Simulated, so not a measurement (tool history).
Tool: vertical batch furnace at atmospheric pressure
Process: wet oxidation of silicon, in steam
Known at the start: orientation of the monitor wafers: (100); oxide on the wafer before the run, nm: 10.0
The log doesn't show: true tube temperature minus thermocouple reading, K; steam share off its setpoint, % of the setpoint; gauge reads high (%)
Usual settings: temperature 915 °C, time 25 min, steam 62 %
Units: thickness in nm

run,hour,temperature,time,steam,wafers since the last listed run,hours since the last temperature calibration,hours since the steam generator was serviced,hours since the gauge calibration,"read-back reference wafer on the same gauge, thickness",thickness
1,0,899,25,62,0,2243.5,2631.9,670.7,80.22,58.11
2,32.2,899,25,62,450,2275.7,2664.1,702.9,80.2,58.09
3,83.3,915,25,71,715,2326.8,2715.2,754,80.15,79.25
4,142.5,915,25,71,829,2386,2774.4,813.2,80.21,78.56
5,242.1,915,25,62,1394,2485.6,2874,912.8,80.19,70.95
6,303,915,25,62,852,2546.5,2934.9,973.7,80.21,71.04
7,337.9,915,25,62,488,2581.4,2969.8,1008.6,80.23,70.63
8,396.1,915,17,62,815,2639.6,3028,1066.8,80.23,52.17
9,422.6,915,17,62,371,2666.1,3054.5,1093.3,80.23,52.26
10,458.6,915,25,65,504,2702.1,3090.5,1129.3,80.24,73.49
11,489.5,915,25,65,432,2733,3121.4,1160.2,80.15,73.42
12,550.9,915,25,65,859,2794.4,3182.8,1221.6,80.21,73.39
13,576.6,915,25,62,359,2820.1,3208.5,1247.3,80.18,70.73
14,638.3,915,25,55,864,2881.8,3270.2,1309,80.21,64.51
# hour 688.8: steam generator serviced
15,698.5,915,25,55,506,2942,9.7,1369.2,80.26,64.24
16,748.1,904,29,62,694,2991.6,59.3,1418.8,80.2,69.87
17,778.6,904,29,62,427,3022.1,89.8,1449.3,80.22,69.83
18,846.1,904,29,62,945,3089.6,157.3,1516.8,80.25,69.78
19,880.9,915,25,62,487,3124.4,192.1,1551.6,80.17,70.8
20,922.7,915,25,62,585,3166.2,233.9,1593.4,80.23,70.2
# hour 977.1: thermocouples replaced and temperature profile calibrated
21,977.6,915,21.5,62,432,0.5,288.8,1648.3,80.19,62.78
22,1107.2,908,34.5,72,1814,130.1,418.4,1777.9,80.22,95.83
23,1145.6,899,34,62,537,168.5,456.8,1816.3,80.19,74.44
24,1171.5,915,25,62,362,194.4,482.7,1842.2,80.23,71.03
25,1215.5,897,13.5,62,616,238.4,526.7,1886.2,80.22,36.1
26,1258.7,915,25,62,604,281.6,569.9,1929.4,80.21,70.82
# hour 1266.7: gauge calibrated
27,1298.5,925,25,62,557,321.4,609.7,31.8,80.22,79.42
28,1343.9,897,30.5,70,635,366.8,655.1,77.2,80.19,73.03
29,1379.6,915,25,65,499,402.5,690.8,112.9,80.12,73.75
30,1405.5,927,31,66,362,428.4,716.7,138.8,80.14,101.67
31,1461,915,25,62,777,483.9,772.2,194.3,80.16,70.86
32,1530.7,927,34,67,976,553.6,841.9,264,80.22,110.92
33,1585.8,895,25,57,771,608.7,897,319.1,80.22,51.63
34,1614.5,915,25,62,401,637.4,925.7,347.8,80.19,70.84
35,1639.1,915,16,57,344,662,950.3,372.4,80.18,46.97
36,1806.7,915,25,70,2347,829.6,1117.9,540,80.22,78.32

Hidden state at the last listed run before each entry between runs and at the first one after, where it differs:
Between runs 14 and 15: steam generator serviced (hour 688.8)
  no hidden state differs between the two runs
Between runs 20 and 21: thermocouples replaced and temperature profile calibrated (hour 977.1)
  no hidden state differs between the two runs
Between runs 26 and 27: gauge calibrated (hour 1266.7)
  no hidden state differs between the two runs

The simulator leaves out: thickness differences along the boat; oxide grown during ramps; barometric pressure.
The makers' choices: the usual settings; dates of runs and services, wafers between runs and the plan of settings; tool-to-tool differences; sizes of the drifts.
